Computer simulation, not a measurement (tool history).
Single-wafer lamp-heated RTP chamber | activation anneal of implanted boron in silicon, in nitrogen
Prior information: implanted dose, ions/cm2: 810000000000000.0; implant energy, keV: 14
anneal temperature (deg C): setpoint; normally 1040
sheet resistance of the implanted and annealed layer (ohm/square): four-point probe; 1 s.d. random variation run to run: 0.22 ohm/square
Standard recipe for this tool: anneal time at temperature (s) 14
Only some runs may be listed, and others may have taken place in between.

run    hour  anneal temperature (deg C)  anneal time at temperature (s)  wafers since the last listed run  wafers since the last pyrometer calibration  wafers since the reflector plate was cleaned  hours since the gauge calibration  read-back reference wafer on the same gauge, sheet resistance  sheet resistance of the implanted and annealed layer (ohm/square)
  1       0                        1040                              14                                 0                                        11226                                         12719                             2444.7                                                         159.01                                                             146.74
       81.2  -- pyrometer window cleaned and pyrometer calibrated
  2    84.8                        1040                              14                              1762                                           81                                         14482                             2529.5                                                         158.97                                                              147.2
       95.9  -- reflector plate cleaned
  3   187.7                        1056                              14                              2178                                         2260                                          2108                             2632.4                                                            159                                                             146.27
  4     230                        1040                              14                               970                                         3230                                          3078                             2674.7                                                         159.06                                                             146.88
  5   272.4                        1040                              14                               973                                         4204                                          4052                             2717.1                                                         158.97                                                             146.99
  6     342                        1040                              14                              1597                                         5801                                          5649                             2786.7                                                         159.09                                                             147.02
  7   442.7                        1040                               7                              2311                                         8113                                          7961                             2887.4                                                            159                                                             147.78
  8   535.1                        1040                               7                              2120                                        10233                                         10081                             2979.8                                                         159.05                                                             148.05
      580.3  -- gauge calibrated
  9   584.1                        1040                              14                              1124                                        11358                                         11206                                3.8                                                            159                                                             146.81
      639.3  -- pyrometer window cleaned and pyrometer calibrated
      708.6  -- reflector plate cleaned
 10   734.8                        1040                              14                              3091                                         2008                                           601                              154.5                                                         158.94                                                             147.03
 11   839.1                        1040                               8                              2394                                         4402                                          2995                              258.8                                                         159.13                                                             147.74
 12   941.4                        1040                               8                              2348                                         6750                                          5343                              361.1                                                         158.99                                                             147.71
 13  1001.8                        1051                               9                              1386                                         8136                                          6730                              421.5                                                         158.99                                                             146.92
 14  1049.3                        1040                              14                              1090                                         9227                                          7820                                469                                                         158.97                                                             146.99
 15    1116                        1026                              14                              1530                                        10758                                          9351                              535.7                                                         158.96                                                             148.13
     1203.8  -- pyrometer window cleaned and pyrometer calibrated
 16  1215.3                        1010                              22                              2095                                          263                                         11447                                635                                                         159.05                                                             149.73
     1268.1  -- reflector plate cleaned
 17  1446.6                        1022                              14                              5125                                         5389                                          4097                              866.3                                                         158.89                                                             148.69
 18    1483                        1026                              21                               835                                         6224                                          4933                              902.7                                                         159.11                                                              147.4
 19  1573.8                        1030                              11                              2084                                         8308                                          7017                              993.5                                                         158.91                                                             148.15
 20  1668.4                        1068                              14                              2171                                        10480                                          9188                             1088.1                                                         159.15                                                              145.8
 21  1770.7                        1040                               7                              2348                                        12828                                         11536                             1190.4                                                         158.92                                                             148.12
     1779.9  -- pyrometer window cleaned and pyrometer calibrated
 22  1848.2                        1023                              10                              1595                                         1567                                         13132                             1267.9                                                         158.96                                                             149.22
 23  1906.5                        1028                               6                              1338                                         2906                                         14470                             1326.2                                                         158.97                                                              149.2
     1948.7  -- reflector plate cleaned
 24  1961.4                        1040                              14                              1076                                         3982                                           290                             1381.1                                                         159.03                                                                147
 25  2066.4                        1061                              14                              2410                                         6392                                          2700                             1486.1                                                         159.04                                                             145.95
 26  2133.7                        1014                              14                              1544                                         7937                                          4245                             1553.4                                                         158.97                                                              150.1
 27  2186.7                        1040                              14                              1216                                         9153                                          5461                             1606.4                                                         158.94                                                             146.97
 28  2266.6                        1028                              18                              1833                                        10987                                          7295                             1686.3                                                         159.09                                                             147.59
 29    2306                        1040                              14                               904                                        11892                                          8200                             1725.7                                                         159.05                                                             147.13

Run 30 comes next. What will it give?
     2331.2  -- pyrometer window cleaned and pyrometer calibrated
 30  2386.7                        1021                               8                              1668                                         1273                                          9868                             1806.4                                                              ?                                                                  ?

Run 30 produced read-back reference wafer on the same gauge, sheet resistance 159.07, sheet resistance of the implanted and annealed layer (ohm/square) 149.53.
On a tool with no hidden condition, and with the same random variation, this run would have come out at sheet resistance of the implanted and annealed layer (ohm/square) 149.53.
